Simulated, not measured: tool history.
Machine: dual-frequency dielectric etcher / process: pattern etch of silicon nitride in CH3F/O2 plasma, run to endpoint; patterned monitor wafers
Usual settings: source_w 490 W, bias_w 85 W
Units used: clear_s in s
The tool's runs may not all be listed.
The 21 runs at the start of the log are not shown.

run   hour  source_w  bias_w  incoming incoming film thickness, nm  clear_s
 22  507.9       580     102                                  64.9     53.3
 23  527.4       560      68                                  64.6     64.9
 24  541.5       580      96                                  64.4     54.3
 25  559.1       600      99                                  64.1     53.2
 26  591.9       490      85                                  64.0     59.9
 27  620.1       490      85                                  64.4     60.3
 28  644.5       540      72                                  64.7     63.6
 29  672.2       430     105                                  64.6     56.3
 30  704.8       490      85                                  64.7     60.1
 31  737.9       430      85                                  64.7     62.1
 32  761.6       380     104                                  64.1     57.8
 33  775.9       490      85                                  64.1     59.4
 34  811.4       490      97                                  64.6     55.9

What if the next run were any one of these 5? Each begins from the tool's condition after run 34:
  A  811.9       490      67                                  64.6        ?
  B  811.9       390     102                                  64.6        ?
  C  811.9       380      94                                  64.6        ?
  D  811.9       490      98                                  64.6        ?
  E  811.9       530      90                                  64.6        ?

run  clear_s
  A     66.5
  B     58.1
  C     60.8
  D     55.7
  E     56.6
Stripped of hidden state, with their random variation kept, the same runs would have yielded:
run  clear_s
  A     68.3
  B     59.7
  C     62.5
  D     57.2
  E     58.2

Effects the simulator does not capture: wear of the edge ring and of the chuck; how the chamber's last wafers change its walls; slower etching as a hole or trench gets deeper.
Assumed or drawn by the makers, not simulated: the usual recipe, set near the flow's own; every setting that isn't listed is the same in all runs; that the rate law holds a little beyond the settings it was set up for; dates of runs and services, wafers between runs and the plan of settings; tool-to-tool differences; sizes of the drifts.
